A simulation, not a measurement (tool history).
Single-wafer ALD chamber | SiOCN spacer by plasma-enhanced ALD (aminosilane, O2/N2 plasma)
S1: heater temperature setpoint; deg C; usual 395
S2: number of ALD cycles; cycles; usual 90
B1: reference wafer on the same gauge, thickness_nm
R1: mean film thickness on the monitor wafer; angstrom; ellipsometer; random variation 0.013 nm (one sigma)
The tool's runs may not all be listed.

| run | hour | S1 | S2 | B1 | R1 |
|---|---|---|---|---|---|
| 1 | 0 | 395 | 90 | 4.539 | 51.49 |
| 2 | 18.2 | 395 | 90 | 4.539 | 51.2 |
| 3 | 38.7 | 395 | 90 | 4.542 | 51.32 |
| 4 | 59.9 | 395 | 90 | 4.541 | 51.59 |
| 5 | 84.5 | 395 | 90 | 4.542 | 51.5 |
| 6 | 101.8 | 395 | 90 | 4.539 | 51.31 |
| 7 | 121.9 | 395 | 80 | 4.541 | 45.77 |
| 8 | 147.7 | 403 | 90 | 4.539 | 50.66 |
| 9 | 176.9 | 395 | 98 | 4.542 | 56.16 |
| 10 | 207 | 395 | 81 | 4.54 | 46.33 |
| 11 | 220.7 | 382 | 106 | 4.539 | 60.26 |
|  | 243.3 | thermocouple changed; heater temperature recalibrated |
| 12 | 243.8 | 409 | 90 | 4.543 | 49.76 |
| 13 | 265.1 | 395 | 90 | 4.541 | 51.25 |
|  | 285.9 | gauge calibrated |
| 14 | 294.2 | 406 | 102 | 4.541 | 57.18 |
| 15 | 314 | 399 | 81 | 4.541 | 46.29 |
| 16 | 338.3 | 380 | 90 | 4.54 | 51.46 |
| 17 | 358.7 | 395 | 90 | 4.541 | 51.25 |

Forecast each of these 4 alternatives for the next run:
| A | 359.3 | 395 | 103 | ? | ? |
| B | 359.3 | 404 | 90 | ? | ? |
| C | 359.3 | 386 | 82 | ? | ? |
| D | 359.3 | 403 | 97 | ? | ? |

| run | B1 | R1 |
|---|---|---|
| A | 4.54 | 59.01 |
| B | 4.54 | 50.76 |
| C | 4.54 | 46.98 |
| D | 4.54 | 54.9 |
Without the tool's hidden state the same runs would have given:
| run | R1 |
|---|---|
| A | 59.01 |
| B | 50.76 |
| C | 46.98 |
| D | 54.9 |
